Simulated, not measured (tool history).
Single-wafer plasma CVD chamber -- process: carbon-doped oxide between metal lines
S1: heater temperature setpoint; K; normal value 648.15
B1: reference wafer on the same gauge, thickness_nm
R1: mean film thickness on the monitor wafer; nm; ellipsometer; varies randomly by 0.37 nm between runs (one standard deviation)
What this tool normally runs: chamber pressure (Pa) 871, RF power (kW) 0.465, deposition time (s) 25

{"run": 1, "hour": 0.0, "S1": 648.15, "chamber pressure (Pa)": 871, "RF power (kW)": 0.465, "deposition time (s)": 28, "B1": 141.856, "R1": 140.192}
{"run": 2, "hour": 38.0, "S1": 648.15, "chamber pressure (Pa)": 871, "RF power (kW)": 0.465, "deposition time (s)": 28, "B1": 142.025, "R1": 141.111}
{"hour": 68.8, "done": "capacitance manometer re-zeroed and calibrated"}
{"run": 3, "hour": 101.9, "S1": 648.15, "chamber pressure (Pa)": 871, "RF power (kW)": 0.465, "deposition time (s)": 25, "B1": 141.992, "R1": 125.855}
{"run": 4, "hour": 129.5, "S1": 648.15, "chamber pressure (Pa)": 871, "RF power (kW)": 0.465, "deposition time (s)": 25, "B1": 141.977, "R1": 125.519}
{"run": 5, "hour": 195.5, "S1": 648.15, "chamber pressure (Pa)": 871, "RF power (kW)": 0.465, "deposition time (s)": 25, "B1": 142.041, "R1": 125.788}
{"run": 6, "hour": 251.8, "S1": 648.15, "chamber pressure (Pa)": 871, "RF power (kW)": 0.465, "deposition time (s)": 25, "B1": 142.147, "R1": 125.564}
{"run": 7, "hour": 323.1, "S1": 648.15, "chamber pressure (Pa)": 871, "RF power (kW)": 0.465, "deposition time (s)": 25, "B1": 141.985, "R1": 125.886}
{"run": 8, "hour": 365.6, "S1": 648.15, "chamber pressure (Pa)": 871, "RF power (kW)": 0.465, "deposition time (s)": 25, "B1": 141.936, "R1": 125.457}
{"run": 9, "hour": 405.8, "S1": 648.15, "chamber pressure (Pa)": 871, "RF power (kW)": 0.465, "deposition time (s)": 25, "B1": 142.009, "R1": 126.019}
{"run": 10, "hour": 445.6, "S1": 648.15, "chamber pressure (Pa)": 871, "RF power (kW)": 0.465, "deposition time (s)": 25, "B1": 142.058, "R1": 126.968}
{"run": 11, "hour": 472.1, "S1": 648.15, "chamber pressure (Pa)": 996, "RF power (kW)": 0.465, "deposition time (s)": 25, "B1": 142.045, "R1": 126.186}
{"run": 12, "hour": 533.7, "S1": 648.15, "chamber pressure (Pa)": 871, "RF power (kW)": 0.465, "deposition time (s)": 25, "B1": 142.035, "R1": 126.794}
{"hour": 557.6, "done": "gauge calibrated"}
{"run": 13, "hour": 604.1, "S1": 648.15, "chamber pressure (Pa)": 871, "RF power (kW)": 0.465, "deposition time (s)": 25, "B1": 142.067, "R1": 126.341}
{"hour": 649.0, "done": "showerhead replaced"}
{"run": 14, "hour": 649.5, "S1": 648.15, "chamber pressure (Pa)": 871, "RF power (kW)": 0.465, "deposition time (s)": 25, "B1": 141.976, "R1": 126.52}
{"run": 15, "hour": 675.4, "S1": 643.15, "chamber pressure (Pa)": 1036, "RF power (kW)": 0.505, "deposition time (s)": 20.5, "B1": 141.951, "R1": 113.601}
{"run": 16, "hour": 711.2, "S1": 641.15, "chamber pressure (Pa)": 711, "RF power (kW)": 0.465, "deposition time (s)": 25, "B1": 141.996, "R1": 127.335}
{"run": 17, "hour": 870.6, "S1": 643.15, "chamber pressure (Pa)": 1036, "RF power (kW)": 0.505, "deposition time (s)": 20.5, "B1": 142.137, "R1": 113.259}
{"run": 18, "hour": 936.5, "S1": 648.15, "chamber pressure (Pa)": 660, "RF power (kW)": 0.43, "deposition time (s)": 29.4, "B1": 142.001, "R1": 136.526}
{"run": 19, "hour": 967.1, "S1": 648.15, "chamber pressure (Pa)": 871, "RF power (kW)": 0.535, "deposition time (s)": 27.6, "B1": 142.016, "R1": 154.571}
{"hour": 990.0, "done": "thermocouple changed; heater temperature recalibrated"}
{"hour": 1000.6, "done": "capacitance manometer re-zeroed and calibrated"}
{"run": 20, "hour": 1001.1, "S1": 658.15, "chamber pressure (Pa)": 871, "RF power (kW)": 0.44, "deposition time (s)": 25, "B1": 141.98, "R1": 116.317}
{"hour": 1056.4, "done": "RF generator calibrated"}
{"run": 21, "hour": 1062.6, "S1": 653.15, "chamber pressure (Pa)": 1028, "RF power (kW)": 0.465, "deposition time (s)": 25, "B1": 142.01, "R1": 123.738}
{"run": 22, "hour": 1125.5, "S1": 662.15, "chamber pressure (Pa)": 713, "RF power (kW)": 0.535, "deposition time (s)": 27.7, "B1": 142.041, "R1": 146.19}
{"run": 23, "hour": 1192.2, "S1": 648.15, "chamber pressure (Pa)": 871, "RF power (kW)": 0.53, "deposition time (s)": 25, "B1": 141.867, "R1": 136.805}
{"run": 24, "hour": 1222.6, "S1": 648.15, "chamber pressure (Pa)": 871, "RF power (kW)": 0.435, "deposition time (s)": 25, "B1": 141.833, "R1": 117.51}
{"run": 25, "hour": 1252.1, "S1": 634.15, "chamber pressure (Pa)": 1035, "RF power (kW)": 0.535, "deposition time (s)": 25, "B1": 141.962, "R1": 145.03}
{"run": 26, "hour": 1299.6, "S1": 635.15, "chamber pressure (Pa)": 697, "RF power (kW)": 0.51, "deposition time (s)": 26.7, "B1": 141.89, "R1": 144.791}
{"run": 27, "hour": 1339.7, "S1": 634.15, "chamber pressure (Pa)": 744, "RF power (kW)": 0.5, "deposition time (s)": 29.2, "B1": 141.956, "R1": 157.862}
{"run": 28, "hour": 1386.4, "S1": 648.15, "chamber pressure (Pa)": 871, "RF power (kW)": 0.465, "deposition time (s)": 25, "B1": 142.066, "R1": 125.158}
{"run": 29, "hour": 1419.4, "S1": 648.15, "chamber pressure (Pa)": 871, "RF power (kW)": 0.465, "deposition time (s)": 25, "B1": 141.954, "R1": 124.518}

Each row is a separate what-if for the run after 29, all from the same tool condition, not one after another. Results?
{"run": "A", "hour": 1419.8, "S1": 648.15, "chamber pressure (Pa)": 953, "RF power (kW)": 0.465, "deposition time (s)": 25, "B1": "?", "R1": "?"}
{"run": "B", "hour": 1419.8, "S1": 661.15, "chamber pressure (Pa)": 1000, "RF power (kW)": 0.515, "deposition time (s)": 28.3, "B1": "?", "R1": "?"}
{"run": "C", "hour": 1419.8, "S1": 655.15, "chamber pressure (Pa)": 757, "RF power (kW)": 0.435, "deposition time (s)": 29.6, "B1": "?", "R1": "?"}

run=A B1=141.875 R1=125.277
run=B B1=141.875 R1=148.397
run=C B1=141.875 R1=135.784
With no hidden state in the tool, these same runs would have given:
run=A R1=125.201
run=B R1=148.318
run=C R1=135.711
